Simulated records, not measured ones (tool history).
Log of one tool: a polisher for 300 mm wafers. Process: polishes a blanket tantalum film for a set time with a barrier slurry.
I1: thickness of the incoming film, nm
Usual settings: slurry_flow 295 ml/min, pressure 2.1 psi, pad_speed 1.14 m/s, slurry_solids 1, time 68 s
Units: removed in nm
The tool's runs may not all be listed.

run 1 day=0 | slurry_flow=295 pressure=2.1 pad_speed=1.14 slurry_solids=1 time=68 | I1=387.9 | removed=120.9
-- day=0.354 slurry blender recalibrated
run 2 day=4.45 | slurry_flow=295 pressure=2.1 pad_speed=1.14 slurry_solids=1 time=68 | I1=386.1 | removed=125
-- day=6.375 worn pad replaced by a new one
run 3 day=7.246 | slurry_flow=295 pressure=2.1 pad_speed=1.14 slurry_solids=1 time=68 | I1=393.7 | removed=124.3
-- day=10.646 slurry blender recalibrated
run 4 day=11.583 | slurry_flow=295 pressure=2.1 pad_speed=1.14 slurry_solids=1 time=57 | I1=386.2 | removed=95.5
-- day=14.088 slurry nozzle cleaned
run 5 day=14.621 | slurry_flow=295 pressure=2.1 pad_speed=1.14 slurry_solids=1 time=68 | I1=389.9 | removed=112.1
-- day=16.854 worn pad replaced by a new one
-- day=17.583 head pressure recalibrated
-- day=18.946 slurry blender recalibrated, repeated, since the last time left the tool worse
run 6 day=24.462 | slurry_flow=295 pressure=2.1 pad_speed=1.14 slurry_solids=1 time=68 | I1=392.3 | removed=123.1
-- day=27.875 worn pad replaced by a new one
run 7 day=28.371 | slurry_flow=295 pressure=2.1 pad_speed=1.14 slurry_solids=1 time=68 | I1=390.3 | removed=121
-- day=29.833 slurry blender recalibrated
-- day=30.096 slurry nozzle cleaned
run 8 day=32.708 | slurry_flow=295 pressure=2.1 pad_speed=1.14 slurry_solids=1.15 time=68 | I1=386.7 | removed=131.2
run 9 day=34.821 | slurry_flow=385 pressure=2.1 pad_speed=0.78 slurry_solids=0.8 time=79 | I1=389.7 | removed=92
run 10 day=36.8 | slurry_flow=340 pressure=2.8 pad_speed=1.14 slurry_solids=1 time=57 | I1=393.2 | removed=132.3
-- day=37.833 worn pad replaced by a new one
run 11 day=38.688 | slurry_flow=295 pressure=2.1 pad_speed=1.14 slurry_solids=1 time=68 | I1=393.6 | removed=120.5
-- day=40.283 slurry blender recalibrated
run 12 day=42.758 | slurry_flow=380 pressure=2.4 pad_speed=1.14 slurry_solids=0.75 time=68 | I1=385.8 | removed=127.2
run 13 day=45.642 | slurry_flow=295 pressure=2.1 pad_speed=1.3 slurry_solids=1 time=68 | I1=384.9 | removed=142.8
-- day=47.279 worn pad replaced by a new one
-- day=48.571 slurry nozzle cleaned
-- day=49.188 slurry blender recalibrated
run 14 day=50.062 | slurry_flow=370 pressure=2.1 pad_speed=1.14 slurry_solids=1 time=53 | I1=387.8 | removed=100.7

3 ways to go on from here, each from the tool as it stands after run 14. What would each give?
run A day=50.079 | slurry_flow=295 pressure=2.1 pad_speed=1.14 slurry_solids=1 time=68 | I1=386.8 | removed=?
run B day=50.079 | slurry_flow=250 pressure=1.8 pad_speed=0.84 slurry_solids=1.1 time=68 | I1=386.8 | removed=?
run C day=50.079 | slurry_flow=295 pressure=2.1 pad_speed=1.14 slurry_solids=0.9 time=79 | I1=386.8 | removed=?

run=A removed=127.5
run=B removed=84.6
run=C removed=142.8
Without the tool's hidden state the same runs would have given:
run=A removed=128.8
run=B removed=85.4
run=C removed=144.5
